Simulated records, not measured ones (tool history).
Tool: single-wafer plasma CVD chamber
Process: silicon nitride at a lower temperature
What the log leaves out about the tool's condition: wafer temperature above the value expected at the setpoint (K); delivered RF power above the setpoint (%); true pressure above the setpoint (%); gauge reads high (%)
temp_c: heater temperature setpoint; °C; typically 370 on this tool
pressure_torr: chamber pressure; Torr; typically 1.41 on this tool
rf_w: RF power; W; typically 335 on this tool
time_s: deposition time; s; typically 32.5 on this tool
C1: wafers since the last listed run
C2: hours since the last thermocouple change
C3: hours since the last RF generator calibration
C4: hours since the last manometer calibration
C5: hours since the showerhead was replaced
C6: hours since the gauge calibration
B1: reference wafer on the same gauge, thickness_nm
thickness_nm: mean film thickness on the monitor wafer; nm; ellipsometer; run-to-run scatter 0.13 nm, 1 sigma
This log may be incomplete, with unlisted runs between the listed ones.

run 1 hour=0.0 | temp_c=360 pressure_torr=1.41 rf_w=335 time_s=35.0 | C1=0 C2=1449.6 C3=49.3 C4=1149.3 C5=7226.7 C6=739.0 | B1=45.285 | thickness_nm=45.960
run 2 hour=97.2 | temp_c=370 pressure_torr=1.41 rf_w=315 time_s=34.6 | C1=1890 C2=1546.8 C3=146.5 C4=1246.5 C5=7323.9 C6=836.2 | B1=45.236 | thickness_nm=43.033
run 3 hour=154.9 | temp_c=370 pressure_torr=1.41 rf_w=300 time_s=32.5 | C1=1122 C2=1604.5 C3=204.2 C4=1304.2 C5=7381.6 C6=893.9 | B1=45.199 | thickness_nm=38.369
run 4 hour=229.0 | temp_c=370 pressure_torr=1.41 rf_w=335 time_s=32.5 | C1=1441 C2=1678.6 C3=278.3 C4=1378.3 C5=7455.7 C6=968.0 | B1=45.096 | thickness_nm=42.585
run 5 hour=297.5 | temp_c=370 pressure_torr=1.41 rf_w=335 time_s=32.5 | C1=1332 C2=1747.1 C3=346.8 C4=1446.8 C5=7524.2 C6=1036.5 | B1=45.075 | thickness_nm=42.188
run 6 hour=368.5 | temp_c=370 pressure_torr=1.41 rf_w=335 time_s=32.5 | C1=1380 C2=1818.1 C3=417.8 C4=1517.8 C5=7595.2 C6=1107.5 | B1=45.025 | thickness_nm=42.333
run 7 hour=433.4 | temp_c=370 pressure_torr=1.41 rf_w=335 time_s=32.5 | C1=1262 C2=1883.0 C3=482.7 C4=1582.7 C5=7660.1 C6=1172.4 | B1=44.985 | thickness_nm=42.430
-- hour=496.0 showerhead replaced
run 8 hour=531.6 | temp_c=370 pressure_torr=1.41 rf_w=335 time_s=32.5 | C1=1754 C2=1981.2 C3=580.9 C4=1680.9 C5=35.6 C6=1270.6 | B1=44.918 | thickness_nm=42.321
run 9 hour=625.2 | temp_c=370 pressure_torr=1.41 rf_w=335 time_s=32.5 | C1=1820 C2=2074.8 C3=674.5 C4=1774.5 C5=129.2 C6=1364.2 | B1=44.806 | thickness_nm=42.133
run 10 hour=672.7 | temp_c=370 pressure_torr=1.41 rf_w=335 time_s=32.5 | C1=923 C2=2122.3 C3=722.0 C4=1822.0 C5=176.7 C6=1411.7 | B1=44.780 | thickness_nm=42.229
-- hour=676.2 gauge calibrated
run 11 hour=737.1 | temp_c=370 pressure_torr=1.50 rf_w=335 time_s=32.5 | C1=1252 C2=2186.7 C3=786.4 C4=1886.4 C5=241.1 C6=60.9 | B1=45.753 | thickness_nm=44.194
run 12 hour=1047.0 | temp_c=376 pressure_torr=1.59 rf_w=335 time_s=27.7 | C1=6027 C2=2496.6 C3=1096.3 C4=2196.3 C5=551.0 C6=370.8 | B1=45.535 | thickness_nm=38.170
-- hour=1081.3 RF generator calibrated
run 13 hour=1154.1 | temp_c=370 pressure_torr=1.30 rf_w=335 time_s=30.4 | C1=1927 C2=2603.7 C3=72.8 C4=2303.4 C5=658.1 C6=477.9 | B1=45.442 | thickness_nm=38.263
-- hour=1215.9 thermocouple changed; heater temperature recalibrated
run 14 hour=1221.5 | temp_c=380 pressure_torr=1.14 rf_w=300 time_s=37.0 | C1=1155 C2=5.6 C3=140.2 C4=2370.8 C5=725.5 C6=545.3 | B1=45.421 | thickness_nm=39.167
run 15 hour=1288.2 | temp_c=370 pressure_torr=1.17 rf_w=335 time_s=32.5 | C1=1297 C2=72.3 C3=206.9 C4=2437.5 C5=792.2 C6=612.0 | B1=45.374 | thickness_nm=38.631
run 16 hour=1326.8 | temp_c=381 pressure_torr=1.62 rf_w=275 time_s=32.5 | C1=750 C2=110.9 C3=245.5 C4=2476.1 C5=830.8 C6=650.6 | B1=45.347 | thickness_nm=37.292
run 17 hour=1384.2 | temp_c=365 pressure_torr=1.55 rf_w=335 time_s=32.5 | C1=1116 C2=168.3 C3=302.9 C4=2533.5 C5=888.2 C6=708.0 | B1=45.297 | thickness_nm=44.360
run 18 hour=1479.3 | temp_c=377 pressure_torr=1.41 rf_w=335 time_s=26.0 | C1=1849 C2=263.4 C3=398.0 C4=2628.6 C5=983.3 C6=803.1 | B1=45.200 | thickness_nm=34.073
-- hour=1530.8 capacitance manometer re-zeroed and calibrated
run 19 hour=1552.3 | temp_c=370 pressure_torr=1.41 rf_w=335 time_s=32.5 | C1=1264 C2=336.4 C3=471.0 C4=21.5 C5=1056.3 C6=876.1 | B1=45.157 | thickness_nm=42.596
run 20 hour=1631.0 | temp_c=365 pressure_torr=1.70 rf_w=300 time_s=37.6 | C1=1530 C2=415.1 C3=549.7 C4=100.2 C5=1135.0 C6=954.8 | B1=45.105 | thickness_nm=47.953
run 21 hour=1669.5 | temp_c=370 pressure_torr=1.41 rf_w=315 time_s=32.5 | C1=748 C2=453.6 C3=588.2 C4=138.7 C5=1173.5 C6=993.3 | B1=45.056 | thickness_nm=39.977
run 22 hour=1738.1 | temp_c=370 pressure_torr=1.41 rf_w=335 time_s=32.5 | C1=1334 C2=522.2 C3=656.8 C4=207.3 C5=1242.1 C6=1061.9 | B1=45.015 | thickness_nm=42.421
run 23 hour=1812.8 | temp_c=370 pressure_torr=1.41 rf_w=335 time_s=35.5 | C1=1452 C2=596.9 C3=731.5 C4=282.0 C5=1316.8 C6=1136.6 | B1=44.953 | thickness_nm=46.299
run 24 hour=1888.9 | temp_c=370 pressure_torr=1.41 rf_w=335 time_s=32.5 | C1=1480 C2=673.0 C3=807.6 C4=358.1 C5=1392.9 C6=1212.7 | B1=44.890 | thickness_nm=42.101
run 25 hour=1927.8 | temp_c=370 pressure_torr=1.29 rf_w=335 time_s=32.5 | C1=756 C2=711.9 C3=846.5 C4=397.0 C5=1431.8 C6=1251.6 | B1=44.874 | thickness_nm=40.229
-- hour=1958.0 RF generator calibrated
run 26 hour=1974.8 | temp_c=370 pressure_torr=1.61 rf_w=355 time_s=32.5 | C1=758 C2=758.9 C3=16.8 C4=444.0 C5=1478.8 C6=1298.6 | B1=44.850 | thickness_nm=46.893
run 27 hour=2026.3 | temp_c=361 pressure_torr=1.52 rf_w=315 time_s=29.8 | C1=1001 C2=810.4 C3=68.3 C4=495.5 C5=1530.3 C6=1350.1 | B1=44.782 | thickness_nm=37.881
-- hour=2064.3 gauge calibrated
run 28 hour=2095.5 | temp_c=385 pressure_torr=1.63 rf_w=380 time_s=37.2 | C1=1345 C2=879.6 C3=137.5 C4=564.7 C5=1599.5 C6=31.2 | B1=46.134 | thickness_nm=58.298

Take each entry between the runs: how does the hidden state at the last listed run before it differ from the hidden state at the first listed run after it?
Logged between run 7 and run 8: showerhead replaced (hour 496.0)
  gauge reads high (%): -2.04 -> -2.21
  measured minus no-state result, thickness_nm: -0.883 -> -0.954 nm
Logged between run 10 and run 11: gauge calibrated (hour 676.2)
  gauge reads high (%): -2.44 -> -0.263
  measured minus no-state result, thickness_nm: -1.057 -> -0.117 nm
Logged between run 12 and run 13: RF generator calibrated (hour 1081.3)
  gauge reads high (%): -0.785 -> -0.966
  measured minus no-state result, thickness_nm: -0.302 -> -0.373 nm
Logged between run 13 and run 14: thermocouple changed; heater temperature recalibrated (hour 1215.9)
  gauge reads high (%): -0.966 -> -1.08
  measured minus no-state result, thickness_nm: -0.373 -> -0.428 nm
Logged between run 18 and run 19: capacitance manometer re-zeroed and calibrated (hour 1530.8)
  gauge reads high (%): -1.51 -> -1.64
  measured minus no-state result, thickness_nm: -0.524 -> -0.709 nm
Logged between run 25 and run 26: RF generator calibrated (hour 1958.0)
  gauge reads high (%): -2.27 -> -2.35
  measured minus no-state result, thickness_nm: -0.934 -> -1.128 nm
Logged between run 27 and run 28: gauge calibrated (hour 2064.3)
  gauge reads high (%): -2.44 -> 0.414
  measured minus no-state result, thickness_nm: -0.946 -> +0.240 nm
